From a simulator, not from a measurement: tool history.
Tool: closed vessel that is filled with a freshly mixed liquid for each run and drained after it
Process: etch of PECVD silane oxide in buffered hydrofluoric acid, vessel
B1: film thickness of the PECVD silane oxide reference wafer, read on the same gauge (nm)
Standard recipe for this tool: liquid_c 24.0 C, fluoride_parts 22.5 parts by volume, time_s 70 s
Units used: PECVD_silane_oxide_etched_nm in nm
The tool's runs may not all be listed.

run 1 hour=0.0 | liquid_c=24.0 fluoride_parts=22.5 time_s=70 | B1=50.02 | PECVD_silane_oxide_etched_nm=53.15
run 2 hour=14.5 | liquid_c=24.0 fluoride_parts=22.5 time_s=70 | B1=49.99 | PECVD_silane_oxide_etched_nm=52.67
run 3 hour=31.2 | liquid_c=24.0 fluoride_parts=22.5 time_s=70 | B1=50.02 | PECVD_silane_oxide_etched_nm=52.07
run 4 hour=40.8 | liquid_c=24.0 fluoride_parts=22.5 time_s=70 | B1=50.02 | PECVD_silane_oxide_etched_nm=53.14
run 5 hour=56.4 | liquid_c=24.0 fluoride_parts=22.5 time_s=70 | B1=50.00 | PECVD_silane_oxide_etched_nm=53.05
run 6 hour=62.5 | liquid_c=25.0 fluoride_parts=22.5 time_s=70 | B1=49.98 | PECVD_silane_oxide_etched_nm=56.88
run 7 hour=75.6 | liquid_c=25.0 fluoride_parts=22.5 time_s=70 | B1=50.04 | PECVD_silane_oxide_etched_nm=56.26
run 8 hour=101.4 | liquid_c=24.0 fluoride_parts=22.5 time_s=70 | B1=50.02 | PECVD_silane_oxide_etched_nm=53.86
-- hour=107.4 gauge calibrated
-- hour=110.0 thermometer replaced
run 9 hour=110.5 | liquid_c=24.0 fluoride_parts=22.5 time_s=70 | B1=50.02 | PECVD_silane_oxide_etched_nm=46.94
-- hour=120.3 hydrofluoric acid flow meter replaced
run 10 hour=126.2 | liquid_c=24.0 fluoride_parts=22.5 time_s=70 | B1=49.97 | PECVD_silane_oxide_etched_nm=47.77
run 11 hour=138.2 | liquid_c=24.0 fluoride_parts=22.5 time_s=105 | B1=50.01 | PECVD_silane_oxide_etched_nm=72.44
run 12 hour=144.7 | liquid_c=24.0 fluoride_parts=30.0 time_s=70 | B1=49.98 | PECVD_silane_oxide_etched_nm=38.21
run 13 hour=160.1 | liquid_c=24.0 fluoride_parts=22.5 time_s=60 | B1=49.97 | PECVD_silane_oxide_etched_nm=40.62
run 14 hour=168.2 | liquid_c=22.0 fluoride_parts=19.5 time_s=70 | B1=49.99 | PECVD_silane_oxide_etched_nm=48.20
run 15 hour=178.6 | liquid_c=24.0 fluoride_parts=17.5 time_s=105 | B1=49.97 | PECVD_silane_oxide_etched_nm=89.00
run 16 hour=195.5 | liquid_c=19.5 fluoride_parts=26.5 time_s=110 | B1=50.02 | PECVD_silane_oxide_etched_nm=51.96
run 17 hour=205.1 | liquid_c=22.5 fluoride_parts=27.0 time_s=90 | B1=50.01 | PECVD_silane_oxide_etched_nm=49.45
run 18 hour=216.1 | liquid_c=25.0 fluoride_parts=22.5 time_s=70 | B1=49.99 | PECVD_silane_oxide_etched_nm=50.99
run 19 hour=228.3 | liquid_c=24.0 fluoride_parts=29.0 time_s=110 | B1=50.03 | PECVD_silane_oxide_etched_nm=63.35
run 20 hour=245.8 | liquid_c=24.0 fluoride_parts=22.5 time_s=70 | B1=49.97 | PECVD_silane_oxide_etched_nm=48.90
run 21 hour=258.3 | liquid_c=24.0 fluoride_parts=19.5 time_s=45 | B1=50.02 | PECVD_silane_oxide_etched_nm=34.17

Predict each of these 5 candidate next runs independently; none follows another, all start after run 21:
run A hour=259.0 | liquid_c=24.0 fluoride_parts=22.5 time_s=70 | B1=? | PECVD_silane_oxide_etched_nm=?
run B hour=259.0 | liquid_c=24.0 fluoride_parts=27.5 time_s=70 | B1=? | PECVD_silane_oxide_etched_nm=?
run C hour=259.0 | liquid_c=24.0 fluoride_parts=22.5 time_s=40 | B1=? | PECVD_silane_oxide_etched_nm=?
run D hour=259.0 | liquid_c=28.0 fluoride_parts=17.5 time_s=45 | B1=? | PECVD_silane_oxide_etched_nm=?
run E hour=259.0 | liquid_c=22.5 fluoride_parts=30.0 time_s=55 | B1=? | PECVD_silane_oxide_etched_nm=?

run=A B1=50.01 PECVD_silane_oxide_etched_nm=48.47
run=B B1=50.01 PECVD_silane_oxide_etched_nm=42.22
run=C B1=50.01 PECVD_silane_oxide_etched_nm=27.69
run=D B1=50.01 PECVD_silane_oxide_etched_nm=47.79
run=E B1=50.01 PECVD_silane_oxide_etched_nm=28.76
Without the tool's hidden state the same runs would have given:
run=A PECVD_silane_oxide_etched_nm=47.00
run=B PECVD_silane_oxide_etched_nm=40.94
run=C PECVD_silane_oxide_etched_nm=26.86
run=D PECVD_silane_oxide_etched_nm=46.39
run=E PECVD_silane_oxide_etched_nm=27.88
